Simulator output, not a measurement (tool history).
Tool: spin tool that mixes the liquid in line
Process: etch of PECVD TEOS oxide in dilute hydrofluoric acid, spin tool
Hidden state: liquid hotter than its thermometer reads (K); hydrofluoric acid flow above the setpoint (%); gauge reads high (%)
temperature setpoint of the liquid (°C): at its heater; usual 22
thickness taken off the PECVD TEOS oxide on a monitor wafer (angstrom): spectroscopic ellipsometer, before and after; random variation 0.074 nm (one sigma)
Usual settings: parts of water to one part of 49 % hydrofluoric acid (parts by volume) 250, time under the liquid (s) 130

run	hour	temperature setpoint of the liquid (°C)	parts of water to one part of 49 % hydrofluoric acid (parts by volume)	time under the liquid (s)	wafers since the last listed run	hours since the thermometer was replaced	hours since the hydrofluoric acid flow meter was replaced	hours since the gauge calibration	read-back film thickness of the PECVD TEOS oxide reference wafer, read on the same gauge (nm)	thickness taken off the PECVD TEOS oxide on a monitor wafer (angstrom)
1	0	22	315	130	0	2171.4	298.6	646.7	29.98	83.9
2	89.6	22	315	130	579	2261	388.2	736.3	29.99	83.3
3	171.4	22	250	75	528	2342.8	470	818.1	30	65.1
4	208.5	22	250	75	239	2379.9	507.1	855.2	30	64.7
# hour 296.5: gauge calibrated
5	308.2	22	250	75	644	2479.6	606.8	11.7	30.05	65.8
6	388.2	22	250	130	517	2559.6	686.8	91.7	29.99	113.2
# hour 410.1: hydrofluoric acid flow meter replaced
7	468.4	22	250	130	511	2639.8	58.3	171.9	29.98	113.4
8	568	22	250	130	643	2739.4	157.9	271.5	30	112.3
9	624.7	23.5	250	175	366	2796.1	214.6	328.2	30	163.3
10	669.6	23.5	250	175	290	2841	259.5	373.1	29.98	163.1
11	720.4	22	250	130	328	2891.8	310.3	423.9	29.99	114.1
# hour 734.5: thermometer replaced
12	766.3	26.5	285	65	290	31.8	356.2	469.8	29.97	52.1
13	846.2	22	250	130	516	111.7	436.1	549.7	30	105.3
14	947.2	24	250	105	652	212.7	537.1	650.7	30.01	91.7
15	1012.8	22	130	130	423	278.3	602.7	716.3	29.97	228.2
# hour 1016.9: hydrofluoric acid flow meter replaced
# hour 1073.5: gauge calibrated
16	1109.4	22	250	130	617	374.9	92.5	35.9	30.02	105.8
17	1151.9	26	195	175	274	417.4	135	78.4	29.96	222.4
18	1194.5	25	175	60	275	460	177.6	121	29.97	84.5
19	1264.3	22	315	190	451	529.8	247.4	190.8	30.03	115.2
20	1351	27	140	160	560	616.5	334.1	277.5	29.99	317.6
21	1406.9	17.5	310	130	361	672.4	390	333.4	30.04	69.2
22	1448.6	20.5	345	180	269	714.1	431.7	375.1	30.07	92.9
23	1544.5	26.5	335	150	619	810	527.6	471	29.96	98.5

5 ways to go on from here, each from the tool as it stands after run 23. What would each give?
A	1545	22	145	130	3	810.5	528.1	471.5	?	?
B	1545	25	250	170	3	810.5	528.1	471.5	?	?
C	1545	18.5	250	130	3	810.5	528.1	471.5	?	?
D	1545	22	310	105	3	810.5	528.1	471.5	?	?
E	1545	19.5	370	175	3	810.5	528.1	471.5	?	?

run	read-back film thickness of the PECVD TEOS oxide reference wafer, read on the same gauge (nm)	thickness taken off the PECVD TEOS oxide on a monitor wafer (angstrom)
A	30.02	204.6
B	30.02	154.5
C	30.02	93.3
D	30.02	65.3
E	30.02	79.1
Without the tool's hidden state the same runs would have given:
run	thickness taken off the PECVD TEOS oxide on a monitor wafer (angstrom)
A	196.9
B	149.3
C	89.9
D	63.1
E	76.4
